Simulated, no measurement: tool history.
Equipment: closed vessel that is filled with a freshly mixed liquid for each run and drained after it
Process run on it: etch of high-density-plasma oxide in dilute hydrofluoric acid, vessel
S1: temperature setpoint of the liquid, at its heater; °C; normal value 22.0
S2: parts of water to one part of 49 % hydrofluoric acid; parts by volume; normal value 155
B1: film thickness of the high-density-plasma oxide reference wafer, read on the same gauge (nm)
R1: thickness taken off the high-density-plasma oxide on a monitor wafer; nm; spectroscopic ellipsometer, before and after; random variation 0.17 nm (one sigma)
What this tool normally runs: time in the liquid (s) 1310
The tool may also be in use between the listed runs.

Run 1, hour 0.0: usual settings; B1 130.00. Result: R1 37.54 nm.
Run 2, hour 54.2: usual settings; B1 130.01. Result: R1 37.62 nm.
Run 3, hour 78.5: usual settings but time in the liquid (s) 1110; B1 130.00. Result: R1 32.01 nm.
Run 4, hour 122.5: usual settings but time in the liquid (s) 1110; B1 129.98. Result: R1 31.75 nm.
At hour 164.2: thermometer replaced.
Run 5, hour 167.0: usual settings; B1 130.03. Result: R1 39.33 nm.
Run 6, hour 206.6: usual settings; B1 130.01. Result: R1 39.14 nm.
Run 7, hour 272.3: usual settings but S2 125 parts by volume; B1 130.02. Result: R1 50.35 nm.
Run 8, hour 321.9: usual settings but S1 25.0 °C; B1 130.02. Result: R1 43.92 nm.
Run 9, hour 388.5: usual settings but S1 25.0 °C; B1 130.00. Result: R1 44.14 nm.
Run 10, hour 433.4: usual settings; B1 129.99. Result: R1 39.10 nm.
Run 11, hour 468.8: usual settings; B1 130.02. Result: R1 39.08 nm.
Run 12, hour 512.0: usual settings but S1 26.0 °C, S2 95 parts by volume, time in the liquid (s) 580; B1 130.00. Result: R1 35.44 nm.
Run 13, hour 576.6: usual settings; B1 129.99. Result: R1 39.50 nm.
Run 14, hour 627.0: usual settings; B1 130.00. Result: R1 39.16 nm.
Run 15, hour 722.4: usual settings but S1 20.5 °C, S2 115 parts by volume, time in the liquid (s) 1895; B1 130.03. Result: R1 74.76 nm.
Run 16, hour 790.8: usual settings but S1 19.5 °C; B1 130.00. Result: R1 35.18 nm.
Run 17, hour 848.5: usual settings but S2 195 parts by volume; B1 129.98. Result: R1 29.82 nm.
At hour 1033.7: gauge calibrated.
Run 18, hour 1050.7: usual settings; B1 129.99. Result: R1 38.85 nm.
At hour 1206.8: hydrofluoric acid flow meter replaced.
Run 19, hour 1207.3: usual settings; B1 130.01. Result: R1 37.10 nm.
Run 20, hour 1248.3: usual settings but S1 26.0 °C, S2 90 parts by volume, time in the liquid (s) 1970; B1 129.99. Result: R1 121.28 nm.
At hour 1275.4: thermometer replaced.
Run 21, hour 1430.2: usual settings but S1 18.0 °C; B1 129.99. Result: R1 33.40 nm.
Run 22, hour 1491.4: usual settings but S1 19.0 °C, S2 105 parts by volume, time in the liquid (s) 835; B1 130.01. Result: R1 34.59 nm.
Run 23, hour 1531.0: usual settings but S2 210 parts by volume, time in the liquid (s) 1100; B1 130.01. Result: R1 22.87 nm.
Run 24, hour 1582.9: usual settings; B1 129.98. Result: R1 39.06 nm.
Run 25, hour 1639.5: usual settings but S1 24.0 °C, S2 90 parts by volume, time in the liquid (s) 845; B1 129.98. Result: R1 50.73 nm.
Run 26, hour 1675.1: usual settings but S1 20.5 °C, S2 175 parts by volume, time in the liquid (s) 530; B1 130.02. Result: R1 12.97 nm.
Run 27, hour 1746.5: usual settings but S1 26.5 °C, S2 110 parts by volume; B1 130.00. Result: R1 68.92 nm.
Run 28, hour 1775.7: usual settings but S2 215 parts by volume; B1 130.00. Result: R1 26.48 nm.
Run 29, hour 1810.0: usual settings but time in the liquid (s) 1715; B1 130.03. Result: R1 50.97 nm.
Run 30, hour 1840.1: usual settings but S1 23.5 °C, S2 100 parts by volume, time in the liquid (s) 725; B1 129.99. Result: R1 37.68 nm.

Below, each run's measurement less what the same run would have read without the hidden state. Both values contain the same run-to-run variation, but the gauge's scatter may not be the same in both:
Unlogged tool condition in this case: liquid colder than its thermometer reads (K); hydrofluoric acid flow above the setpoint (%); gauge reads high (%).
run     R1
  1  -1.61
  2  -1.64
  3  -1.40
  4  -1.41
  5  -0.02
  6  -0.03
  7  -0.12
  8  -0.08
  9  -0.09
 10  -0.16
 11  -0.17
 12  -0.20
 13  -0.22
 14  -0.25
 15  -0.75
 16  -0.35
 17  -0.22
 18  -0.47
 19  -2.20
 20  -7.31
 21  -0.05
 22  -0.11
 23  -0.03
 24  -0.12
 25  -0.24
 26  -0.06
 27  -0.38
 28  -0.10
 29  -0.30
 30  -0.31
